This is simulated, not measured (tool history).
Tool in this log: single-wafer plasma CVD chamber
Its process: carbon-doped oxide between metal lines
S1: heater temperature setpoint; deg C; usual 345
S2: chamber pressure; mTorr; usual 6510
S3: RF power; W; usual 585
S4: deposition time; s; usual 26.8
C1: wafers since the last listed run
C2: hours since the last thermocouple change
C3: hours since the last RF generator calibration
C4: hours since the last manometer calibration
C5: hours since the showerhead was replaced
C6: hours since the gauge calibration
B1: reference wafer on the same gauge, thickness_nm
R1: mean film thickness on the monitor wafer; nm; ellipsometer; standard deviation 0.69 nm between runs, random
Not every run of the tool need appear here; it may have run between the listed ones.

Run 1, hour 0: usual settings; C1 0; C2 1023.9; C3 1443.3; C4 730.8; C5 2048.9; C6 155; B1 185.131. Result: R1 167.665 nm.
Run 2, hour 79.4: usual settings; C1 1718; C2 1103.3; C3 1522.7; C4 810.2; C5 2128.3; C6 234.4; B1 185.14. Result: R1 167.737 nm.
Run 3, hour 148: usual settings; C1 1484; C2 1171.9; C3 1591.3; C4 878.8; C5 2196.9; C6 303; B1 185.02. Result: R1 168.056 nm.
Run 4, hour 244.8: usual settings; C1 2094; C2 1268.7; C3 1688.1; C4 975.6; C5 2293.7; C6 399.8; B1 184.968. Result: R1 167.377 nm.
Run 5, hour 318: usual settings; C1 1584; C2 1341.9; C3 1761.3; C4 1048.8; C5 2366.9; C6 473; B1 185.094. Result: R1 167.094 nm.
Run 6, hour 421.8: usual settings; C1 2246; C2 1445.7; C3 1865.1; C4 1152.6; C5 2470.7; C6 576.8; B1 184.991. Result: R1 167.234 nm.
Run 7, hour 485: usual settings; C1 1367; C2 1508.9; C3 1928.3; C4 1215.8; C5 2533.9; C6 640; B1 185.02. Result: R1 167.432 nm.
Run 8, hour 550: usual settings but S1 351 deg C, S3 515 W; C1 1406; C2 1573.9; C3 1993.3; C4 1280.8; C5 2598.9; C6 705; B1 185.051. Result: R1 150.62 nm.
Run 9, hour 632.6: usual settings but S1 351 deg C, S3 515 W; C1 1787; C2 1656.5; C3 2075.9; C4 1363.4; C5 2681.5; C6 787.6; B1 184.954. Result: R1 150.993 nm.
Run 10, hour 679.5: usual settings but S1 351 deg C, S3 515 W; C1 1014; C2 1703.4; C3 2122.8; C4 1410.3; C5 2728.4; C6 834.5; B1 185.099. Result: R1 151.493 nm.
Run 11, hour 728.4: usual settings; C1 1058; C2 1752.3; C3 2171.7; C4 1459.2; C5 2777.3; C6 883.4; B1 185.012. Result: R1 167.782 nm.
Run 12, hour 798.5: usual settings; C1 1517; C2 1822.4; C3 2241.8; C4 1529.3; C5 2847.4; C6 953.5; B1 185.022. Result: R1 168.723 nm.
At hour 862.9: capacitance manometer re-zeroed and calibrated.
Run 13, hour 902: usual settings; C1 2066; C2 1925.9; C3 2345.3; C4 39.1; C5 2950.9; C6 1057; B1 184.933. Result: R1 167.783 nm.
At hour 1156.8: RF generator calibrated.
Run 14, hour 1166.2: usual settings but S1 352 deg C, S3 505 W; C1 5544; C2 2190.1; C3 9.4; C4 303.3; C5 3215.1; C6 1321.2; B1 185.06. Result: R1 153.296 nm.
At hour 1182.5: thermocouple changed; heater temperature recalibrated.
Run 15, hour 1213.1: usual settings; C1 841; C2 30.6; C3 56.3; C4 350.2; C5 3262; C6 1368.1; B1 185.192. Result: R1 168.814 nm.
Run 16, hour 1306.2: usual settings but S2 5620 mTorr, S4 23.2 s; C1 2014; C2 123.7; C3 149.4; C4 443.3; C5 3355.1; C6 1461.2; B1 185.047. Result: R1 141.939 nm.
Run 17, hour 1379.3: usual settings but S1 331 deg C, S3 475 W; C1 1581; C2 196.8; C3 222.5; C4 516.4; C5 3428.2; C6 1534.3; B1 184.93. Result: R1 154.172 nm.
Run 18, hour 1478: usual settings but S3 675 W; C1 2135; C2 295.5; C3 321.2; C4 615.1; C5 3526.9; C6 1633; B1 185.119. Result: R1 184.766 nm.
Run 19, hour 1558.9: usual settings but S3 495 W; C1 1750; C2 376.4; C3 402.1; C4 696; C5 3607.8; C6 1713.9; B1 185.047. Result: R1 150.781 nm.
At hour 1586.7: showerhead replaced.
At hour 1602.6: gauge calibrated.
Run 20, hour 1615.8: usual settings but S4 31.4 s; C1 1058; C2 433.3; C3 459; C4 752.9; C5 29.1; C6 13.2; B1 185.013. Result: R1 196.786 nm.
Run 21, hour 1814.8: usual settings; C1 4306; C2 632.3; C3 658; C4 951.9; C5 228.1; C6 212.2; B1 184.965. Result: R1 169.169 nm.
Run 22, hour 1888.9: usual settings; C1 1603; C2 706.4; C3 732.1; C4 1026; C5 302.2; C6 286.3; B1 185.056. Result: R1 169.326 nm.
Run 23, hour 1938.7: usual settings but S1 352 deg C, S2 7290 mTorr, S3 530 W; C1 1077; C2 756.2; C3 781.9; C4 1075.8; C5 352; C6 336.1; B1 185.073. Result: R1 155.854 nm.
Run 24, hour 2015.6: usual settings but S1 349 deg C, S2 7840 mTorr; C1 1664; C2 833.1; C3 858.8; C4 1152.7; C5 428.9; C6 413; B1 184.875. Result: R1 169.926 nm.
Run 25, hour 2072.1: usual settings; C1 1222; C2 889.6; C3 915.3; C4 1209.2; C5 485.4; C6 469.5; B1 185.022. Result: R1 168.386 nm.
Run 26, hour 2151.5: usual settings but S1 355 deg C, S3 670 W, S4 30.4 s; C1 1718; C2 969; C3 994.7; C4 1288.6; C5 564.8; C6 548.9; B1 184.959. Result: R1 202.54 nm.
Run 27, hour 2222.7: usual settings but S1 330 deg C; C1 1540; C2 1040.2; C3 1065.9; C4 1359.8; C5 636; C6 620.1; B1 184.93. Result: R1 179.811 nm.
Run 28, hour 2304.8: usual settings; C1 1776; C2 1122.3; C3 1148; C4 1441.9; C5 718.1; C6 702.2; B1 184.959. Result: R1 168.843 nm.
Run 29, hour 2408.4: usual settings; C1 2242; C2 1225.9; C3 1251.6; C4 1545.5; C5 821.7; C6 805.8; B1 184.985. Result: R1 168.296 nm.

Alternative continuations, all from the tool just after run 29; predict every row:
Run A, hour 2408.8: usual settings; C1 8; C2 1226.3; C3 1252; C4 1545.9; C5 822.1; C6 806.2; B1 ?. Result: R1 ?.
Run B, hour 2408.8: usual settings but S1 330 deg C, S2 4940 mTorr, S4 23.6 s; C1 8; C2 1226.3; C3 1252; C4 1545.9; C5 822.1; C6 806.2; B1 ?. Result: R1 ?.
Run C, hour 2408.8: usual settings but S1 351 deg C, S2 7690 mTorr, S3 490 W; C1 8; C2 1226.3; C3 1252; C4 1545.9; C5 822.1; C6 806.2; B1 ?. Result: R1 ?.

run       B1       R1
  A  184.899    168.8
  B  184.899  148.396
  C  184.899  149.605
Without the tool's hidden state the same runs would have given:
run       R1
  A  168.761
  B  147.983
  C  149.745
